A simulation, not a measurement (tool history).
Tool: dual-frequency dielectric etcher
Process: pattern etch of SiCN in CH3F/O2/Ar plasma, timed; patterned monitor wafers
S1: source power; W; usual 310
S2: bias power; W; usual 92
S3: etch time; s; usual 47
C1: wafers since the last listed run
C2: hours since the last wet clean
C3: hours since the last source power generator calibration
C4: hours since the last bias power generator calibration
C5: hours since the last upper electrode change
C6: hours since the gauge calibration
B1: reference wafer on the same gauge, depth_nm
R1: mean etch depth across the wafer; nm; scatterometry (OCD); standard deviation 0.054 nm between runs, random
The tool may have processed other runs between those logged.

run,hour,S1,S2,S3,C1,C2,C3,C4,C5,C6,B1,R1
1,0,310,92,47,0,123,894.5,4036.1,3248.9,1936.4,20.69,18.13
2,92.6,310,92,47,1139,215.6,987.1,4128.7,3341.5,2029,20.72,18.04
3,166.8,310,92,47,912,289.8,1061.3,4202.9,3415.7,2103.2,20.72,18.02
# hour 345.8: bias power generator calibrated
# hour 478: upper electrode replaced, of another model than before
# hour 479.4: wet clean of the chamber
4,479.9,310,92,47,3490,0.5,1374.4,134.1,1.9,2416.3,20.72,18.41
5,535.1,370,92,39,679,55.7,1429.6,189.3,57.1,2471.5,20.7,17.33
6,633,370,92,39,1204,153.6,1527.5,287.2,155,2569.4,20.7,17.19
7,722.9,370,92,39,1106,243.5,1617.4,377.1,244.9,2659.3,20.69,17.25
8,781.2,380,92,47,717,301.8,1675.7,435.4,303.2,2717.6,20.71,21.07
9,877.6,310,92,47,1186,398.2,1772.1,531.8,399.6,2814,20.7,18.42
10,969.1,310,92,47,1125,489.7,1863.6,623.3,491.1,2905.5,20.68,18.28
11,1010.4,350,85,47,508,531,1904.9,664.6,532.4,2946.8,20.69,19.46
12,1067.3,310,92,47,700,587.9,1961.8,721.5,589.3,3003.7,20.68,18.38
# hour 1121.3: wet clean of the chamber
13,1136.3,260,92,47,553,15,2030.8,790.5,658.3,3072.7,20.7,15.86
14,1240.8,310,78,55,1285,119.5,2135.3,895,762.8,3177.2,20.69,20.22
# hour 1288.2: source power generator calibrated
15,1340.9,360,103,55,1182,219.6,52.7,995.1,862.9,3277.3,20.68,24.87
16,1406.7,250,104,59,809,285.4,118.5,1060.9,928.7,3343.1,20.66,20.23
# hour 1419.3: gauge calibrated
17,1501.4,310,92,47,1165,380.1,213.2,1155.6,1023.4,82.1,20.72,18.29
18,1548.8,240,76,53.5,583,427.5,260.6,1203,1070.8,129.5,20.72,15.55
19,1622.8,310,92,47,910,501.5,334.6,1277,1144.8,203.5,20.69,18.37
20,1706.7,260,106,47,1032,585.4,418.5,1360.9,1228.7,287.4,20.66,16.74
21,1813.1,310,92,47,1309,691.8,524.9,1467.3,1335.1,393.8,20.68,18.28
# hour 1873.2: wet clean of the chamber
22,1873.7,310,74,47,450,0.5,585.5,1527.9,1395.7,454.4,20.7,16.9
23,1914.7,280,92,33.5,504,41.5,626.5,1568.9,1436.7,495.4,20.72,12.05
24,2006.2,370,92,39,1125,133,718,1660.4,1528.2,586.9,20.71,17.16
25,2066.1,310,92,54.5,737,192.9,777.9,1720.3,1588.1,646.8,20.66,21.15
26,2142.9,310,82,55.5,944,269.7,854.7,1797.1,1664.9,723.6,20.72,20.76
27,2220.6,260,92,54,956,347.4,932.4,1874.8,1742.6,801.3,20.69,18.18
28,2275.4,370,111,54.5,674,402.2,987.2,1929.6,1797.4,856.1,20.69,25.68

Predict each of these 5 candidate next runs independently; none follows another, all start after run 28:
A,2275.8,310,102,47,4,402.6,987.6,1930,1797.8,856.5,?,?
B,2275.8,350,72,55.5,4,402.6,987.6,1930,1797.8,856.5,?,?
C,2275.8,310,92,52,4,402.6,987.6,1930,1797.8,856.5,?,?
D,2275.8,310,73,47,4,402.6,987.6,1930,1797.8,856.5,?,?
E,2275.8,310,100,47,4,402.6,987.6,1930,1797.8,856.5,?,?

run,B1,R1
A,20.69,19.14
B,20.69,21.77
C,20.69,20.39
D,20.69,16.99
E,20.69,19
With the hidden condition removed and each run's random variation left untouched, the same runs would have given:
run,R1
A,19.24
B,21.88
C,20.5
D,17.07
E,19.1
